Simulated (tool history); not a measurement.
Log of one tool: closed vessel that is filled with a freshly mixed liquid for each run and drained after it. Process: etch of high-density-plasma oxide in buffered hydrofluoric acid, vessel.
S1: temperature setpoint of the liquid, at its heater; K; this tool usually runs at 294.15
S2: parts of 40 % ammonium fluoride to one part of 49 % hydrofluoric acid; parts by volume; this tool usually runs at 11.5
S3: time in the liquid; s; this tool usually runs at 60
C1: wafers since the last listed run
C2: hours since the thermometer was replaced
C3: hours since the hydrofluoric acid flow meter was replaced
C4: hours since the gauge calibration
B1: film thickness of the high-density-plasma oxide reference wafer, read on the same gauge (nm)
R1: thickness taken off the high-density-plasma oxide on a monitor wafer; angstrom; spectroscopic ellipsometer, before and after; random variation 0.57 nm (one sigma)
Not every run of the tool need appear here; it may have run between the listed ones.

run,hour,S1,S2,S3,C1,C2,C3,C4,B1,R1
1,0.0,294.15,11.5,60,0,398.5,1342.8,413.8,60.05,594.1
2,63.6,294.15,11.5,60,7989,462.1,1406.4,477.4,60.01,573.8
# hour 76.1: gauge calibrated
3,123.4,294.15,11.5,60,7511,521.9,1466.2,47.3,59.98,583.4
4,157.7,294.15,11.5,45,4308,556.2,1500.5,81.6,59.99,439.3
5,203.8,294.15,11.5,45,5790,602.3,1546.6,127.7,59.98,442.7
6,242.1,294.15,11.5,60,4811,640.6,1584.9,166.0,60.02,574.1
7,282.9,294.15,11.5,60,5125,681.4,1625.7,206.8,60.00,584.5
8,342.7,294.15,11.5,60,7511,741.2,1685.5,266.6,60.02,580.4
9,380.4,294.15,11.5,60,4735,778.9,1723.2,304.3,59.95,588.3
# hour 423.9: hydrofluoric acid flow meter replaced
10,441.7,290.15,11.5,45,7574,840.2,17.8,365.6,59.98,350.5
11,473.9,291.15,11.5,80,4044,872.4,50.0,397.8,60.00,650.4
12,544.5,295.65,7.0,60,8868,943.0,120.6,468.4,60.00,1005.4
# hour 551.1: gauge calibrated
# hour 585.7: thermometer replaced
13,589.2,290.65,13.5,50,5489,3.5,165.3,38.1,60.03,347.9
14,641.1,294.15,11.5,40,6519,55.4,217.2,90.0,60.01,391.8
15,709.5,297.15,11.5,60,8592,123.8,285.6,158.4,59.96,697.2
16,761.4,294.15,11.5,60,6519,175.7,337.5,210.3,59.99,579.7
17,798.3,292.65,16.0,45,4635,212.6,374.4,247.2,60.04,284.5
18,854.5,294.15,9.0,85,7059,268.8,430.6,303.4,60.02,1025.5

Across each entry between runs, compare the hidden state at the last listed run before it with the hidden state at the first listed run after it:
Logged between run 2 and run 3: gauge calibrated (hour 76.1)
  no difference in the tool's unlogged condition between these two runs
Logged between run 9 and run 10: hydrofluoric acid flow meter replaced (hour 423.9)
  no difference in the tool's unlogged condition between these two runs
Logged between run 12 and run 13: gauge calibrated (hour 551.1); thermometer replaced (hour 585.7)
  no difference in the tool's unlogged condition between these two runs

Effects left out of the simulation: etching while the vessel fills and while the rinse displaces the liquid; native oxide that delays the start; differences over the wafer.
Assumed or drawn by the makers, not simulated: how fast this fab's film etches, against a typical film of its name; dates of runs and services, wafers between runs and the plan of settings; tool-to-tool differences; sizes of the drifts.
